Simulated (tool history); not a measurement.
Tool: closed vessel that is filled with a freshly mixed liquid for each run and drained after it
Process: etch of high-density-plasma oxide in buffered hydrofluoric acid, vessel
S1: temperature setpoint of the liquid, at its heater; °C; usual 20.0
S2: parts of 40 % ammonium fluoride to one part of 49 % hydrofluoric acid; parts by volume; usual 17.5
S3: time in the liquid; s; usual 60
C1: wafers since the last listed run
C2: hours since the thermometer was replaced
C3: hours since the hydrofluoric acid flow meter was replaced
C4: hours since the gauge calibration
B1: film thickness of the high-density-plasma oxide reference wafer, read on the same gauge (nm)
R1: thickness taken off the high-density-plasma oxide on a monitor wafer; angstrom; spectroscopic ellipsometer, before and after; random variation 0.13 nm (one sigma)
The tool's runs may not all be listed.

Run 1, day 0.000: usual settings; C1 0; C2 829.9; C3 773.4; C4 130.8; B1 39.99. Result: R1 373.3 angstrom.
Run 2, day 0.904: usual settings; C1 1949; C2 851.6; C3 795.1; C4 152.5; B1 39.98. Result: R1 375.7 angstrom.
Run 3, day 2.217: usual settings but S1 19.0 °C; C1 2830; C2 883.1; C3 826.6; C4 184.0; B1 40.00. Result: R1 355.4 angstrom.
Run 4, day 3.104: usual settings but S1 19.0 °C; C1 1913; C2 904.4; C3 847.9; C4 205.3; B1 39.98. Result: R1 355.0 angstrom.
Run 5, day 3.638: usual settings; C1 1149; C2 917.2; C3 860.7; C4 218.1; B1 39.99. Result: R1 373.7 angstrom.
Run 6, day 4.679: usual settings; C1 2246; C2 942.2; C3 885.7; C4 243.1; B1 39.99. Result: R1 375.9 angstrom.
At day 6.083: thermometer replaced.
Run 7, day 6.138: usual settings but S2 21.0 parts by volume, S3 40 s; C1 3054; C2 1.3; C3 920.7; C4 278.1; B1 40.00. Result: R1 211.0 angstrom.
Run 8, day 6.658: usual settings but S1 17.0 °C, S3 75 s; C1 1123; C2 13.8; C3 933.2; C4 290.6; B1 40.00. Result: R1 393.9 angstrom.
Run 9, day 7.633: usual settings but S1 17.5 °C, S2 23.0 parts by volume; C1 2102; C2 37.2; C3 956.6; C4 314.0; B1 40.03. Result: R1 261.3 angstrom.
At day 7.758: gauge calibrated.
Run 10, day 8.317: usual settings but S1 22.5 °C, S2 24.0 parts by volume, S3 75 s; C1 1473; C2 53.6; C3 973.0; C4 13.4; B1 40.00. Result: R1 417.4 angstrom.
Run 11, day 9.138: usual settings; C1 1769; C2 73.3; C3 992.7; C4 33.1; B1 40.03. Result: R1 374.6 angstrom.
At day 9.504: hydrofluoric acid flow meter replaced.
Run 12, day 9.775: usual settings but S2 13.0 parts by volume; C1 1284; C2 88.6; C3 6.5; C4 48.4; B1 40.01. Result: R1 503.5 angstrom.
Run 13, day 10.450: usual settings but S2 13.0 parts by volume; C1 1455; C2 104.8; C3 22.7; C4 64.6; B1 39.97. Result: R1 502.8 angstrom.
Run 14, day 11.633: usual settings but S2 14.5 parts by volume, S3 70 s; C1 2551; C2 133.2; C3 51.1; C4 93.0; B1 39.97. Result: R1 529.5 angstrom.
Run 15, day 12.704: usual settings but S2 20.5 parts by volume, S3 85 s; C1 2308; C2 158.9; C3 76.8; C4 118.7; B1 40.01. Result: R1 458.9 angstrom.

The tool's hidden state at each run:
liquid colder than its thermometer reads (K): 0 in every run
hydrofluoric acid flow below the setpoint (%): 0 in every run
gauge reads high (%): 0 in every run
